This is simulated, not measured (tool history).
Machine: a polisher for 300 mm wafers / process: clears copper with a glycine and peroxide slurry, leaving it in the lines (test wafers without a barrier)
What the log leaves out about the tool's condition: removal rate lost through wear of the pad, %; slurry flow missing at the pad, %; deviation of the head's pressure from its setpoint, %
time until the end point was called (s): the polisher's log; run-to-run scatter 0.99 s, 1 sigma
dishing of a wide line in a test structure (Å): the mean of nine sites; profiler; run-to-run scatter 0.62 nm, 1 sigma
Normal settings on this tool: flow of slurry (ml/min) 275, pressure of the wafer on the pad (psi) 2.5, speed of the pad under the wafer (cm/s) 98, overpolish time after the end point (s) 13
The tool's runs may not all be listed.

run   hour  flow of slurry (ml/min)  pressure of the wafer on the pad (psi)  speed of the pad under the wafer (cm/s)  overpolish time after the end point (s)  wafers since the last listed run  wafers polished on this pad  hours since the slurry nozzle was cleaned  hours since the head pressure was calibrated  incoming thickness of the incoming film, nm  time until the end point was called (s)  dishing of a wide line in a test structure (Å)
  1    0.0                      305                                     2.5                                       98                                       13                                 0                          359                                      326.4                                         662.9                                        455.1                                     85.0                                             562
  2   15.3                      275                                     2.5                                       98                                       13                               113                          472                                      341.7                                         678.2                                        451.3                                     85.4                                             567
  3   24.1                      275                                     2.5                                       98                                       13                                65                          537                                      350.5                                         687.0                                        458.7                                     83.8                                             567
  4   66.3                      275                                     2.5                                       98                                       13                               312                          850                                      392.7                                         729.2                                        450.4                                     83.7                                             563
  5   74.1                      275                                     2.5                                       98                                       13                                57                          908                                      400.5                                         737.0                                        460.1                                     86.2                                             572
      78.7  -- head pressure recalibrated
  6   81.6                      275                                     3.1                                       98                                       13                                40                          948                                      408.0                                           2.9                                        453.3                                     70.1                                             671
  7   98.8                      275                                     2.5                                       98                                       13                               127                         1076                                      425.2                                          20.1                                        455.4                                     87.3                                             564
  8  109.4                      275                                     2.5                                       98                                       13                                78                         1154                                      435.8                                          30.7                                        463.4                                     87.3                                             565
  9  124.1                      275                                     2.5                                       98                                       13                               108                         1263                                      450.5                                          45.4                                        450.5                                     86.8                                             581
 10  131.9                      275                                     2.5                                       98                                       16                                57                         1321                                      458.3                                          53.2                                        449.4                                     85.3                                             682
     136.7  -- slurry nozzle cleaned
 11  141.5                      275                                     2.5                                       98                                       16                                63                         1385                                        4.8                                          62.8                                        461.3                                     82.1                                             690
     155.6  -- worn pad replaced by a new one
 12  156.5                      275                                     2.5                                       98                                       13                                81                            6                                       19.8                                          77.8                                        456.1                                     81.7                                             589
 13  163.9                      275                                     2.5                                      130                                        9                                54                           61                                       27.2                                          85.2                                        448.7                                     68.7                                             501
 14  171.6                      315                                     2.5                                      120                                       13                                57                          118                                       34.9                                          92.9                                        450.1                                     71.3                                             661
 15  188.4                      275                                     3.3                                       78                                        9                               124                          243                                       51.7                                         109.7                                        453.4                                     76.6                                             462
 16  203.7                      210                                     2.8                                      116                                       16                               113                          356                                       67.0                                         125.0                                        452.4                                     69.3                                             792
 17  210.2                      275                                     2.1                                       98                                       13                                48                          404                                       73.5                                         131.5                                        457.2                                     95.3                                             518
 18  218.8                      275                                     2.5                                       98                                       13                                63                          468                                       82.1                                         140.1                                        453.7                                     83.4                                             575
 19  228.0                      310                                     2.5                                       68                                       13                                68                          536                                       91.3                                         149.3                                        459.8                                    105.5                                             483
 20  245.5                      275                                     2.5                                       98                                       13                               129                          666                                      108.8                                         166.8                                        454.5                                     82.4                                             582
 21  258.7                      275                                     2.7                                       98                                       13                                97                          763                                      122.0                                         180.0                                        460.1                                     79.6                                             605
 22  267.1                      275                                     2.5                                       98                                       13                                62                          826                                      130.4                                         188.4                                        457.4                                     85.0                                             579
 23  278.9                      315                                     2.5                                      120                                       13                                87                          913                                      142.2                                         200.2                                        453.0                                     71.8                                             641
 24  285.9                      275                                     2.5                                       98                                       13                                51                          965                                      149.2                                         207.2                                        447.7                                     83.1                                             574
 25  292.7                      275                                     2.5                                       98                                       13                                50                         1015                                      156.0                                         214.0                                        448.6                                     81.9                                             575
 26  300.5                      245                                     1.6                                      112                                       20                                57                         1073                                      163.8                                         221.8                                        452.5                                    112.1                                             633
 27  317.9                      275                                     2.5                                       84                                       13                               128                         1202                                      181.2                                         239.2                                        455.1                                     92.3                                             527
     325.4  -- worn pad replaced by a new one
 28  328.8                      275                                     2.5                                       74                                       13                                51                           25                                      192.1                                         250.1                                        455.5                                     98.2                                             493
 29  346.5                      355                                     2.5                                       98                                       13                               131                          156                                      209.8                                         267.8                                        454.1                                     81.6                                             578
 30  382.7                      275                                     2.5                                       98                                       13                               268                          424                                      246.0                                         304.0                                        455.8                                     85.8                                             569
 31  431.7                      230                                     2.5                                       76                                        6                               363                          787                                      295.0                                         353.0                                        454.9                                    102.4                                             248
 32  438.1                      315                                     2.5                                       98                                       21                                47                          835                                      301.4                                         359.4                                        463.1                                     84.6                                             856
 33  454.3                      275                                     2.5                                       98                                        5                               120                          955                                      317.6                                         375.6                                        455.2                                     84.0                                             238
     489.3  -- worn pad replaced by a new one
 34  489.8                      335                                     2.5                                       74                                       13                               233                            3                                      353.1                                         411.1                                        455.6                                     99.1                                             499

Here are 5 independent what-if runs from the current tool condition. What would each one return?
  A  490.2                      275                                     1.6                                       98                                       13                                 2                            6                                      353.5                                         411.5                                        459.8                                        ?                                               ?
  B  490.2                      275                                     2.5                                       78                                       13                                 2                            6                                      353.5                                         411.5                                        459.8                                        ?                                               ?
  C  490.2                      275                                     1.7                                       72                                        8                                 2                            6                                      353.5                                         411.5                                        459.8                                        ?                                               ?
  D  490.2                      325                                     3.3                                       66                                        5                                 2                            6                                      353.5                                         411.5                                        459.8                                        ?                                               ?
  E  490.2                      230                                     2.3                                       98                                       13                                 2                            6                                      353.5                                         411.5                                        459.8                                        ?                                               ?

run  time until the end point was called (s)  dishing of a wide line in a test structure (Å)
  A                                    121.6                                             411
  B                                     99.1                                             500
  C                                    137.4                                             237
  D                                     86.2                                             239
  E                                     94.1                                             520
Without the tool's unlogged condition, the same runs would have read:
run  time until the end point was called (s)  dishing of a wide line in a test structure (Å)
  A                                    116.6                                             426
  B                                     95.1                                             519
  C                                    131.8                                             247
  D                                     83.0                                             247
  E                                     89.8                                             541
